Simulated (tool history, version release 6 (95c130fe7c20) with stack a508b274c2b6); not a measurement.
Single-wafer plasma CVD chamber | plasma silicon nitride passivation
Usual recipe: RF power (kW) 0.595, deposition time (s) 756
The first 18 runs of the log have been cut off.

run	hour	RF power (kW)	deposition time (s)	read-back reference wafer on the same gauge, thickness_nm	mean film thickness on the monitor wafer (Å)
19	1363.6	0.505	669	1500.665	10907.13
# hour 1378.6: showerhead replaced, of another model than before
20	1446.2	0.515	815	1499.627	13580.21
21	1529.4	0.535	756	1501.007	12631.06
22	1589.9	0.595	690	1499.987	11824.59
23	1855.9	0.645	648	1500.074	11270.46
24	1920.5	0.595	798	1501.007	13670
25	2004.2	0.595	676	1499.187	11543.68
26	2067.3	0.595	803	1499.85	13689.86
# hour 2103.1: gauge calibrated
27	2144.1	0.595	756	1500.105	12871.1
28	2212	0.595	678	1500.3	11546.73
29	2281.6	0.52	709	1500.335	11726.55
30	2360.8	0.53	878	1498.993	14535.32
# hour 2388.9: RF generator calibrated
31	2669	0.595	756	1499.257	12955.96
32	2713.1	0.635	869	1499.346	15159.31
33	2780.1	0.54	856	1499.676	14419.4
34	3057.2	0.595	756	1500.116	12954.22
35	3159.6	0.675	860	1500.811	15244.62
36	3241.2	0.48	886	1499.933	14601.84
37	3308.3	0.68	715	1500.701	12665.5
38	3574.3	0.595	756	1499.329	12960.22

Forecast each of these 5 alternatives for the next run:
A	3574.9	0.595	869	?	?
B	3574.9	0.635	805	?	?
C	3574.9	0.53	756	?	?
D	3574.9	0.66	870	?	?
E	3574.9	0.63	860	?	?

run	read-back reference wafer on the same gauge, thickness_nm	mean film thickness on the monitor wafer (Å)
A	1500.236	14882.81
B	1500.236	13982.06
C	1500.236	12635.8
D	1500.236	15239.58
E	1500.236	14911.64
Without the tool's hidden state the same runs would have given:
run	mean film thickness on the monitor wafer (Å)
A	14928.17
B	14024.68
C	12674.32
D	15286.03
E	14957.09
